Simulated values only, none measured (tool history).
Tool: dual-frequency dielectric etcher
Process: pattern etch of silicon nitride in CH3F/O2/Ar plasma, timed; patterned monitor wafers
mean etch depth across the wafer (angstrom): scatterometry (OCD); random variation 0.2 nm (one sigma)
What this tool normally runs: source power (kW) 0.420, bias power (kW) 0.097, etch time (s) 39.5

| run | day | source power (kW) | bias power (kW) | etch time (s) | wafers since the last listed run | hours since the last wet clean | hours since the last source power generator calibration | hours since the last bias power generator calibration | hours since the last upper electrode change | hours since the gauge calibration | read-back reference wafer on the same gauge, depth_nm | mean etch depth across the wafer (angstrom) |
|---|---|---|---|---|---|---|---|---|---|---|---|---|
| 1 | 0.000 | 0.420 | 0.097 | 39.5 | 0 | 477.5 | 2513.0 | 1565.1 | 2904.5 | 2689.9 | 28.52 | 352.3 |
|  | 3.146 | upper electrode replaced |
|  | 3.938 | wet clean of the chamber |
| 2 | 3.958 | 0.420 | 0.097 | 39.5 | 957 | 0.5 | 2608.0 | 1660.1 | 19.5 | 2784.9 | 28.56 | 354.4 |
|  | 5.779 | bias power generator calibrated |
| 3 | 5.800 | 0.420 | 0.097 | 39.5 | 740 | 44.7 | 2652.2 | 0.5 | 63.7 | 2829.1 | 28.66 | 351.9 |
| 4 | 8.204 | 0.420 | 0.097 | 39.5 | 1062 | 102.4 | 2709.9 | 58.2 | 121.4 | 2886.8 | 28.67 | 354.8 |
| 5 | 12.088 | 0.420 | 0.097 | 39.5 | 1715 | 195.6 | 2803.1 | 151.4 | 214.6 | 2980.0 | 28.76 | 355.4 |
| 6 | 16.012 | 0.420 | 0.097 | 39.5 | 1734 | 289.8 | 2897.3 | 245.6 | 308.8 | 3074.2 | 28.84 | 357.5 |
| 7 | 19.304 | 0.420 | 0.097 | 39.5 | 1454 | 368.8 | 2976.3 | 324.6 | 387.8 | 3153.2 | 28.94 | 362.0 |
| 8 | 22.388 | 0.420 | 0.097 | 39.5 | 1362 | 442.8 | 3050.3 | 398.6 | 461.8 | 3227.2 | 28.92 | 361.6 |
|  | 31.733 | wet clean of the chamber |
| 9 | 31.754 | 0.490 | 0.078 | 51.0 | 3696 | 0.5 | 3275.1 | 623.4 | 686.6 | 3452.0 | 29.22 | 450.0 |
| 10 | 33.412 | 0.420 | 0.077 | 39.5 | 732 | 40.3 | 3314.9 | 663.2 | 726.4 | 3491.8 | 29.23 | 331.1 |
|  | 34.642 | source power generator calibrated |
| 11 | 37.638 | 0.420 | 0.097 | 39.5 | 1793 | 141.7 | 71.9 | 764.6 | 827.8 | 3593.2 | 29.34 | 364.0 |
| 12 | 39.500 | 0.420 | 0.097 | 39.5 | 822 | 186.4 | 116.6 | 809.3 | 872.5 | 3637.9 | 29.36 | 362.0 |
| 13 | 43.942 | 0.420 | 0.097 | 30.0 | 1962 | 293.0 | 223.2 | 915.9 | 979.1 | 3744.5 | 29.48 | 277.7 |
|  | 44.379 | gauge calibrated |
| 14 | 46.083 | 0.420 | 0.097 | 30.0 | 946 | 344.4 | 274.6 | 967.3 | 1030.5 | 40.9 | 27.52 | 260.7 |
| 15 | 50.300 | 0.420 | 0.097 | 39.5 | 1863 | 445.6 | 375.8 | 1068.5 | 1131.7 | 142.1 | 27.57 | 343.1 |
| 16 | 52.954 | 0.360 | 0.097 | 45.0 | 1172 | 509.3 | 439.5 | 1132.2 | 1195.4 | 205.8 | 27.51 | 374.7 |
| 17 | 55.021 | 0.420 | 0.097 | 39.5 | 913 | 558.9 | 489.1 | 1181.8 | 1245.0 | 255.4 | 27.56 | 338.8 |
| 18 | 56.746 | 0.360 | 0.121 | 39.5 | 762 | 600.3 | 530.5 | 1223.2 | 1286.4 | 296.8 | 27.50 | 355.1 |
| 19 | 59.575 | 0.490 | 0.084 | 49.5 | 1250 | 668.2 | 598.4 | 1291.1 | 1354.3 | 364.7 | 27.51 | 426.1 |
|  | 61.829 | wet clean of the chamber |
| 20 | 62.512 | 0.520 | 0.088 | 39.5 | 856 | 16.4 | 668.9 | 1361.6 | 1424.8 | 435.2 | 27.55 | 352.0 |
| 21 | 64.917 | 0.470 | 0.097 | 44.0 | 1062 | 74.1 | 726.6 | 1419.3 | 1482.5 | 492.9 | 27.55 | 393.3 |
|  | 67.662 | bias power generator calibrated |
| 22 | 76.625 | 0.500 | 0.086 | 29.5 | 5099 | 355.1 | 1007.6 | 215.1 | 1763.5 | 773.9 | 27.63 | 256.9 |
| 23 | 80.921 | 0.420 | 0.097 | 39.5 | 1898 | 458.2 | 1110.7 | 318.2 | 1866.6 | 877.0 | 27.61 | 342.9 |
| 24 | 82.692 | 0.420 | 0.097 | 39.5 | 782 | 500.7 | 1153.2 | 360.7 | 1909.1 | 919.5 | 27.61 | 343.4 |
| 25 | 85.383 | 0.420 | 0.097 | 39.5 | 1189 | 565.3 | 1217.8 | 425.3 | 1973.7 | 984.1 | 27.65 | 338.7 |
|  | 90.612 | wet clean of the chamber |
| 26 | 90.633 | 0.420 | 0.097 | 35.0 | 1877 | 0.5 | 1343.8 | 551.3 | 2099.7 | 1110.1 | 27.67 | 302.9 |
| 27 | 91.867 | 0.520 | 0.084 | 32.5 | 544 | 30.1 | 1373.4 | 580.9 | 2129.3 | 1139.7 | 27.69 | 283.8 |
| 28 | 94.775 | 0.420 | 0.097 | 33.0 | 1285 | 99.9 | 1443.2 | 650.7 | 2199.1 | 1209.5 | 27.73 | 286.5 |
| 29 | 97.154 | 0.460 | 0.097 | 35.0 | 1051 | 157.0 | 1500.3 | 707.8 | 2256.2 | 1266.6 | 27.76 | 310.9 |

Predict each of these 4 candidate next runs independently; none follows another, all start after run 29:
| A | 97.171 | 0.420 | 0.097 | 39.5 | 7 | 157.4 | 1500.7 | 708.2 | 2256.6 | 1267.0 | ? | ? |
| B | 97.171 | 0.330 | 0.085 | 45.5 | 7 | 157.4 | 1500.7 | 708.2 | 2256.6 | 1267.0 | ? | ? |
| C | 97.171 | 0.420 | 0.111 | 39.5 | 7 | 157.4 | 1500.7 | 708.2 | 2256.6 | 1267.0 | ? | ? |
| D | 97.171 | 0.420 | 0.120 | 51.0 | 7 | 157.4 | 1500.7 | 708.2 | 2256.6 | 1267.0 | ? | ? |

| run | read-back reference wafer on the same gauge, depth_nm | mean etch depth across the wafer (angstrom) |
|---|---|---|
| A | 27.70 | 342.0 |
| B | 27.70 | 351.7 |
| C | 27.70 | 359.2 |
| D | 27.70 | 477.5 |
Take away the tool's hidden state, keep each run's random variation, and the runs would have read:
| run | mean etch depth across the wafer (angstrom) |
|---|---|
| A | 336.5 |
| B | 346.1 |
| C | 353.5 |
| D | 469.8 |
